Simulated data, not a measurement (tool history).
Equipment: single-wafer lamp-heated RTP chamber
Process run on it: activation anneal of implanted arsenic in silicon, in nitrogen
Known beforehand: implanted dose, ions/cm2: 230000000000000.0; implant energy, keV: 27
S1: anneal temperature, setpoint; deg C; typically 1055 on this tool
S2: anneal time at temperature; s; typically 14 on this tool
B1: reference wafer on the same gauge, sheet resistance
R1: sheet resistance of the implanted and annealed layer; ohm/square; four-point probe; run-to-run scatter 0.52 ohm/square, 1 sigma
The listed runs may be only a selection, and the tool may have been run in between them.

Run 1, hour 0.0: usual settings but S1 1038 deg C; B1 366.01. Result: R1 345.75 ohm/square.
At hour 18.2: pyrometer window cleaned and pyrometer calibrated.
Run 2, hour 48.7: usual settings but S1 1038 deg C; B1 365.86. Result: R1 347.16 ohm/square.
Run 3, hour 105.7: usual settings; B1 365.86. Result: R1 345.07 ohm/square.
Run 4, hour 142.3: usual settings; B1 366.10. Result: R1 344.80 ohm/square.
Run 5, hour 211.0: usual settings; B1 366.06. Result: R1 345.30 ohm/square.
Run 6, hour 272.1: usual settings but S2 16 s; B1 366.13. Result: R1 344.09 ohm/square.
Run 7, hour 298.2: usual settings; B1 365.95. Result: R1 344.02 ohm/square.
Run 8, hour 325.8: usual settings; B1 366.01. Result: R1 344.41 ohm/square.
Run 9, hour 381.7: usual settings but S2 8 s; B1 365.96. Result: R1 347.66 ohm/square.
Run 10, hour 445.0: usual settings but S2 8 s; B1 366.06. Result: R1 347.31 ohm/square.
Run 11, hour 473.6: usual settings; B1 366.07. Result: R1 344.86 ohm/square.
At hour 486.9: reflector plate cleaned.
Run 12, hour 517.1: usual settings; B1 365.84. Result: R1 344.20 ohm/square.
At hour 517.1: gauge calibrated.
Run 13, hour 571.6: usual settings; B1 365.83. Result: R1 344.54 ohm/square.
Run 14, hour 607.2: usual settings; B1 365.82. Result: R1 344.73 ohm/square.
At hour 617.3: pyrometer window cleaned and pyrometer calibrated.
Run 15, hour 652.2: usual settings; B1 365.97. Result: R1 344.51 ohm/square.
Run 16, hour 740.9: usual settings; B1 365.90. Result: R1 344.63 ohm/square.
Run 17, hour 801.1: usual settings; B1 365.99. Result: R1 345.11 ohm/square.
Run 18, hour 826.6: usual settings but S1 1044 deg C; B1 366.10. Result: R1 345.33 ohm/square.
Run 19, hour 861.3: usual settings but S1 1065 deg C, S2 6 s; B1 366.13. Result: R1 348.22 ohm/square.
Run 20, hour 906.0: usual settings but S1 1074 deg C, S2 9 s; B1 366.05. Result: R1 344.97 ohm/square.
At hour 918.7: reflector plate cleaned.
Run 21, hour 943.2: usual settings but S2 20 s; B1 366.01. Result: R1 342.95 ohm/square.
Run 22, hour 977.3: usual settings but S2 16 s; B1 366.01. Result: R1 344.21 ohm/square.
Run 23, hour 1023.6: usual settings; B1 366.06. Result: R1 344.64 ohm/square.
Run 24, hour 1062.8: usual settings but S2 20 s; B1 365.84. Result: R1 342.49 ohm/square.
At hour 1221.0: pyrometer window cleaned and pyrometer calibrated.
Run 25, hour 1244.4: usual settings but S1 1064 deg C, S2 17 s; B1 365.89. Result: R1 343.34 ohm/square.
Run 26, hour 1270.9: usual settings but S1 1075 deg C, S2 6 s; B1 366.10. Result: R1 346.51 ohm/square.
Run 27, hour 1311.2: usual settings but S1 1067 deg C, S2 8 s; B1 365.98. Result: R1 346.10 ohm/square.
Run 28, hour 1342.6: usual settings but S1 1081 deg C, S2 18 s; B1 365.91. Result: R1 339.78 ohm/square.
At hour 1382.7: reflector plate cleaned.
Run 29, hour 1384.4: usual settings; B1 365.96. Result: R1 344.87 ohm/square.
Run 30, hour 1411.2: usual settings but S1 1080 deg C, S2 9 s; B1 366.03. Result: R1 343.99 ohm/square.
Run 31, hour 1455.6: usual settings; B1 365.95. Result: R1 344.76 ohm/square.
Run 32, hour 1544.0: usual settings; B1 365.97. Result: R1 344.14 ohm/square.
Run 33, hour 1574.6: usual settings but S1 1029 deg C, S2 17 s; B1 365.98. Result: R1 346.62 ohm/square.
Run 34, hour 1605.8: usual settings but S1 1030 deg C, S2 22 s; B1 365.85. Result: R1 345.16 ohm/square.
Run 35, hour 1673.2: usual settings but S1 1066 deg C, S2 12 s; B1 365.89. Result: R1 343.95 ohm/square.
Run 36, hour 1731.3: usual settings but S1 1076 deg C, S2 19 s; B1 365.96. Result: R1 340.33 ohm/square.
Run 37, hour 1757.3: usual settings but S2 22 s; B1 365.95. Result: R1 341.94 ohm/square.

What the log doesn't show, run by run:
true wafer temperature minus pyrometer reading, K: 0 across all the runs
wafer temperature error from the tarnished reflector plate, K: 0 across all the runs
gauge reads high (%): 0 across all the runs
